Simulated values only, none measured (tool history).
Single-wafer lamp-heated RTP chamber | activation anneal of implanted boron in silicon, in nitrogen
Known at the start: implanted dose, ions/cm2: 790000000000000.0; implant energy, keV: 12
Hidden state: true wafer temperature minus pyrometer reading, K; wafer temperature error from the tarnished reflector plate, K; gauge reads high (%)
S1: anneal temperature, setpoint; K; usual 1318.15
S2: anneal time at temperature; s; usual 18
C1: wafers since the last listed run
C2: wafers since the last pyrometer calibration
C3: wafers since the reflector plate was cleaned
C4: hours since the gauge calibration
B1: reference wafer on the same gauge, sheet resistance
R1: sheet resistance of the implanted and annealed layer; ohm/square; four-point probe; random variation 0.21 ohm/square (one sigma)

Run 1, hour 0: usual settings; C1 0; C2 220; C3 7243; C4 90.4; B1 115.05. Result: R1 142.4 ohm/square.
Run 2, hour 28.8: usual settings; C1 439; C2 659; C3 7682; C4 119.2; B1 115.04. Result: R1 141.67 ohm/square.
Run 3, hour 56.1: usual settings; C1 416; C2 1076; C3 8098; C4 146.5; B1 115.04. Result: R1 141.52 ohm/square.
Run 4, hour 75.4: usual settings; C1 294; C2 1370; C3 8392; C4 165.8; B1 114.95. Result: R1 141.61 ohm/square.
Run 5, hour 100.7: usual settings; C1 385; C2 1756; C3 8778; C4 191.1; B1 115.06. Result: R1 141.59 ohm/square.
At hour 117.6: pyrometer window cleaned and pyrometer calibrated.
Run 6, hour 123.7: usual settings but S2 23 s; C1 228; C2 92; C3 9007; C4 214.1; B1 114.99. Result: R1 141.64 ohm/square.
Run 7, hour 137.8: usual settings but S2 23 s; C1 214; C2 307; C3 9222; C4 228.2; B1 115.04. Result: R1 141.37 ohm/square.
Run 8, hour 159.7: usual settings but S2 23 s; C1 333; C2 641; C3 9555; C4 250.1; B1 115. Result: R1 141.35 ohm/square.
Run 9, hour 187.1: usual settings but S1 1307.15 K, S2 11 s; C1 417; C2 1059; C3 9973; C4 277.5; B1 115.01. Result: R1 143.8 ohm/square.
Run 10, hour 209.9: usual settings; C1 347; C2 1407; C3 10321; C4 300.3; B1 114.91. Result: R1 141.21 ohm/square.
Run 11, hour 225.8: usual settings; C1 242; C2 1649; C3 10563; C4 316.2; B1 115.01. Result: R1 141.06 ohm/square.
Run 12, hour 250.5: usual settings but S1 1296.15 K, S2 21 s; C1 376; C2 2026; C3 10940; C4 340.9; B1 114.97. Result: R1 142.83 ohm/square.
At hour 267: reflector plate cleaned.
Run 13, hour 267.5: usual settings but S1 1299.15 K; C1 137; C2 2163; C3 8; C4 357.9; B1 114.9. Result: R1 142.87 ohm/square.
At hour 277.2: gauge calibrated.
At hour 279.3: pyrometer window cleaned and pyrometer calibrated.
Run 14, hour 299: usual settings; C1 358; C2 299; C3 366; C4 21.8; B1 114.94. Result: R1 141.75 ohm/square.
Run 15, hour 319.4: usual settings; C1 311; C2 610; C3 677; C4 42.2; B1 115. Result: R1 141.92 ohm/square.
Run 16, hour 345.4: usual settings but S1 1300.15 K, S2 27 s; C1 396; C2 1007; C3 1074; C4 68.2; B1 115. Result: R1 141.87 ohm/square.
At hour 418.7: pyrometer window cleaned and pyrometer calibrated.
Run 17, hour 436.9: usual settings but S1 1299.15 K, S2 23 s; C1 1273; C2 278; C3 2347; C4 159.7; B1 114.91. Result: R1 143.08 ohm/square.
Run 18, hour 465.5: usual settings but S1 1326.15 K, S2 9 s; C1 436; C2 714; C3 2783; C4 188.3; B1 115.05. Result: R1 142.94 ohm/square.

Run 19 comes next. What will it give?
Run 19, hour 494.2: usual settings but S1 1329.15 K, S2 15 s; C1 437; C2 1151; C3 3220; C4 217; B1 ?. Result: R1 ?.

B1: 115.05
R1: 141.38 ohm/square
Without the tool's hidden state the same run would have given R1 141.9 ohm/square.
